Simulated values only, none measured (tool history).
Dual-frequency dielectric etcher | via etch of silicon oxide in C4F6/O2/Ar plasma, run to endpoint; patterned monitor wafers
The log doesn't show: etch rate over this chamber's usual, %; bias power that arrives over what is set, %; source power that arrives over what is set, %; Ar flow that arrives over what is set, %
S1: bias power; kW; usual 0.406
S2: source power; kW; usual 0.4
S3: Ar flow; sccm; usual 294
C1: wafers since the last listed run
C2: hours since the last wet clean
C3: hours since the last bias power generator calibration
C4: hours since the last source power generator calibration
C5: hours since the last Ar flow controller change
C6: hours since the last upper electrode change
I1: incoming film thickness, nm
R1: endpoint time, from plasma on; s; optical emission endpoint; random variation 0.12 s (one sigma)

Run 1, hour 0: usual settings; C1 0; C2 453.9; C3 3058.3; C4 2185.2; C5 1872.1; C6 6330.6; I1 117.1. Result: R1 29.4 s.
Run 2, hour 10.2: usual settings; C1 158; C2 464.1; C3 3068.5; C4 2195.4; C5 1882.3; C6 6340.8; I1 116.3. Result: R1 29.4 s.
Run 3, hour 18.4: usual settings; C1 127; C2 472.3; C3 3076.7; C4 2203.6; C5 1890.5; C6 6349; I1 116. Result: R1 29.3 s.
Run 4, hour 28.5: usual settings but S2 0.47 kW; C1 157; C2 482.4; C3 3086.8; C4 2213.7; C5 1900.6; C6 6359.1; I1 117.2. Result: R1 28 s.
Run 5, hour 36.8: usual settings but S3 263 sccm; C1 129; C2 490.7; C3 3095.1; C4 2222; C5 1908.9; C6 6367.4; I1 114.9. Result: R1 28.5 s.
At hour 79.8: source power generator calibrated.
At hour 95.9: wet clean of the chamber.
At hour 97.1: Ar flow controller replaced.
Run 6, hour 97.6: usual settings but S3 263 sccm; C1 614; C2 1.7; C3 3155.9; C4 17.8; C5 0.5; C6 6428.2; I1 116.4. Result: R1 30.2 s.
Run 7, hour 97.9: usual settings but S3 263 sccm; C1 4; C2 2; C3 3156.2; C4 18.1; C5 0.8; C6 6428.5; I1 115.8. Result: R1 29.8 s.
Run 8, hour 98.2: usual settings but S2 0.43 kW; C1 4; C2 2.3; C3 3156.5; C4 18.4; C5 1.1; C6 6428.8; I1 117.2. Result: R1 29.9 s.
At hour 123.8: upper electrode replaced.
At hour 140.8: wet clean of the chamber, repeated, since the last time left the tool worse.
Run 9, hour 141.3: usual settings but S1 0.376 kW, S2 0.49 kW, S3 351 sccm; C1 32; C2 0.5; C3 3199.6; C4 61.5; C5 44.2; C6 17.5; I1 116.9. Result: R1 28.2 s.
Run 10, hour 141.6: usual settings but S1 0.487 kW, S2 0.48 kW; C1 4; C2 0.8; C3 3199.9; C4 61.8; C5 44.5; C6 17.8; I1 116.9. Result: R1 25.5 s.
Run 11, hour 141.9: usual settings; C1 4; C2 1.1; C3 3200.2; C4 62.1; C5 44.8; C6 18.1; I1 117.4. Result: R1 28.7 s.
Run 12, hour 146.2: usual settings but S3 250 sccm; C1 66; C2 5.4; C3 3204.5; C4 66.4; C5 49.1; C6 22.4; I1 116. Result: R1 27.9 s.
At hour 156.2: bias power generator calibrated.
Run 13, hour 161.1: usual settings; C1 169; C2 20.3; C3 4.9; C4 81.3; C5 64; C6 37.3; I1 115.2. Result: R1 28.3 s.
Run 14, hour 177: usual settings but S1 0.306 kW, S3 240 sccm; C1 247; C2 36.2; C3 20.8; C4 97.2; C5 79.9; C6 53.2; I1 117.7. Result: R1 30.7 s.
Run 15, hour 191.8: usual settings; C1 230; C2 51; C3 35.6; C4 112; C5 94.7; C6 68; I1 114.7. Result: R1 27.9 s.
Run 16, hour 244.1: usual settings but S1 0.45 kW, S2 0.48 kW, S3 233 sccm; C1 813; C2 103.3; C3 87.9; C4 164.3; C5 147; C6 120.3; I1 115.9. Result: R1 25.2 s.
Run 17, hour 255.7: usual settings but S1 0.474 kW, S2 0.37 kW, S3 366 sccm; C1 180; C2 114.9; C3 99.5; C4 175.9; C5 158.6; C6 131.9; I1 117.4. Result: R1 28.8 s.

Forecast each of these 5 alternatives for the next run:
Run A, hour 256.1: usual settings but S3 318 sccm; C1 6; C2 115.3; C3 99.9; C4 176.3; C5 159; C6 132.3; I1 116. Result: R1 ?.
Run B, hour 256.1: usual settings but S1 0.441 kW, S2 0.44 kW; C1 6; C2 115.3; C3 99.9; C4 176.3; C5 159; C6 132.3; I1 116. Result: R1 ?.
Run C, hour 256.1: usual settings but S1 0.31 kW, S2 0.36 kW, S3 345 sccm; C1 6; C2 115.3; C3 99.9; C4 176.3; C5 159; C6 132.3; I1 116. Result: R1 ?.
Run D, hour 256.1: usual settings but S1 0.441 kW, S2 0.44 kW, S3 358 sccm; C1 6; C2 115.3; C3 99.9; C4 176.3; C5 159; C6 132.3; I1 116. Result: R1 ?.
Run E, hour 256.1: usual settings but S1 0.354 kW; C1 6; C2 115.3; C3 99.9; C4 176.3; C5 159; C6 132.3; I1 116. Result: R1 ?.

run    R1
  A    29
  B  27.1
  C  32.9
  D  27.8
  E  29.9
Without the tool's hidden state the same runs would have given:
run    R1
  A  28.8
  B  26.9
  C  32.6
  D  27.6
  E  29.7
